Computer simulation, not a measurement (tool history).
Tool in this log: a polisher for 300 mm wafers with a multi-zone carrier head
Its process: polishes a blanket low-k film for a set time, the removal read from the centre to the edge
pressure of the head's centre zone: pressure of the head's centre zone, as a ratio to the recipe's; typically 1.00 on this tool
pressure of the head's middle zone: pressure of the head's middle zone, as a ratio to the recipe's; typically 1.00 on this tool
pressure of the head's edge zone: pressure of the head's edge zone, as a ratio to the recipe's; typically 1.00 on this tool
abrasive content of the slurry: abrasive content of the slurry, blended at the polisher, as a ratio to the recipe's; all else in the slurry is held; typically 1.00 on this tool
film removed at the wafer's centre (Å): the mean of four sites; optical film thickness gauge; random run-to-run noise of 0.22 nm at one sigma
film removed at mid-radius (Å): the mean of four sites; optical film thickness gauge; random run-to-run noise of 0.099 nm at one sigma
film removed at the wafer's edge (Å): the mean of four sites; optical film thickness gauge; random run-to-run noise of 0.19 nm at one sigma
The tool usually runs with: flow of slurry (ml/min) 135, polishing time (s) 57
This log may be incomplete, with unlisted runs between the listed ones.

run    hour  flow of slurry (ml/min)  pressure of the head's centre zone  pressure of the head's middle zone  pressure of the head's edge zone  abrasive content of the slurry  polishing time (s)  incoming thickness of the incoming film, nm  film removed at the wafer's centre (Å)  film removed at mid-radius (Å)  film removed at the wafer's edge (Å)
  1     0.0                      135                                1.00                                1.00                              1.00                            1.00                  72                                        362.4                                     145                             147                                   159
       24.4  -- edge zone pressure recalibrated
  2    39.3                      170                                1.02                                1.00                              1.00                            1.00                  57                                        361.1                                     127                             125                                   129
  3    64.9                      170                                1.02                                1.00                              1.00                            1.00                  57                                        364.9                                     125                             122                                   126
      129.6  -- worn pad replaced by a new one
      155.3  -- slurry nozzle cleaned
  4   217.0                      170                                1.02                                1.00                              1.00                            1.00                  57                                        359.1                                     152                             145                                   149
  5   278.6                      135                                1.00                                1.00                              1.00                            1.00                  57                                        358.8                                     132                             129                                   134
  6   302.7                      135                                1.00                                0.96                              1.00                            0.70                  57                                        358.6                                     110                             107                                   117
      328.7  -- centre zone pressure recalibrated
  7   353.5                      105                                1.00                                0.92                              0.94                            1.00                  57                                        361.1                                     108                             106                                   119
  8   387.4                      135                                1.00                                1.00                              1.00                            1.00                  57                                        357.7                                     121                             121                                   127
  9   414.2                      135                                0.90                                1.00                              1.00                            1.00                  57                                        365.7                                     105                             119                                   129
      428.2  -- carrier head's membrane replaced by a new one
 10   459.7                      135                                1.00                                1.00                              1.00                            1.00                  57                                        361.1                                     114                             117                                   126
      535.2  -- worn pad replaced by a new one
      583.4  -- edge zone pressure recalibrated
      584.8  -- slurry nozzle cleaned
 11   634.3                      135                                0.91                                1.00                              1.00                            1.00                  57                                        365.9                                     127                             136                                   143
 12   670.8                      170                                1.00                                1.00                              0.96                            1.00                  57                                        363.1                                     141                             141                                   142
 13   699.5                      135                                0.90                                1.00                              1.00                            1.00                  57                                        358.0                                     116                             129                                   138
      760.5  -- centre zone pressure recalibrated
 14   761.0                      160                                0.92                                0.96                              1.00                            1.00                  69                                        358.0                                     148                             152                                   162
 15   826.9                      135                                1.00                                0.94                              1.00                            1.00                  57                                        356.8                                     117                             111                                   126
 16   859.3                      135                                1.00                                1.06                              1.07                            1.00                  57                                        362.2                                     116                             123                                   127
 17   924.6                      135                                1.00                                1.00                              1.00                            1.00                  57                                        361.2                                     112                             113                                   121
      944.6  -- slurry nozzle cleaned
      956.5  -- worn pad replaced by a new one
 18   988.4                      135                                1.00                                1.00                              0.90                            1.00                  68                                        351.6                                     169                             167                                   167
     1115.3  -- edge zone pressure recalibrated
 19  1117.7                      135                                0.97                                1.00                              1.00                            1.00                  57                                        358.6                                     118                             127                                   132
     1162.7  -- centre zone pressure recalibrated
 20  1189.4                      135                                1.00                                1.00                              0.89                            1.00                  57                                        361.6                                     122                             122                                   124
 21  1248.7                      135                                1.06                                1.07                              1.00                            0.85                  57                                        367.8                                     113                             117                                   117
     1320.8  -- slurry nozzle cleaned
 22  1398.5                      110                                1.08                                1.00                              1.00                            1.00                  57                                        362.8                                     119                             112                                   118

Consider 3 possible next runs. They are alternatives, not a sequence: every one starts from the tool as it was left by run 22. What does each give?
  A  1398.9                      135                                1.00                                1.00                              1.09                            1.00                  57                                        364.4                                       ?                               ?                                     ?
  B  1398.9                      135                                1.00                                1.08                              1.00                            1.20                  57                                        364.4                                       ?                               ?                                     ?
  C  1398.9                      135                                1.00                                1.05                              0.96                            0.85                  57                                        364.4                                       ?                               ?                                     ?

run  film removed at the wafer's centre (Å)  film removed at mid-radius (Å)  film removed at the wafer's edge (Å)
  A                                     117                             120                                   126
  B                                     126                             137                                   130
  C                                     109                             117                                   111
What these runs would have given with no unlogged condition in the tool:
run  film removed at the wafer's centre (Å)  film removed at mid-radius (Å)  film removed at the wafer's edge (Å)
  A                                     146                             148                                   154
  B                                     157                             170                                   158
  C                                     136                             144                                   135
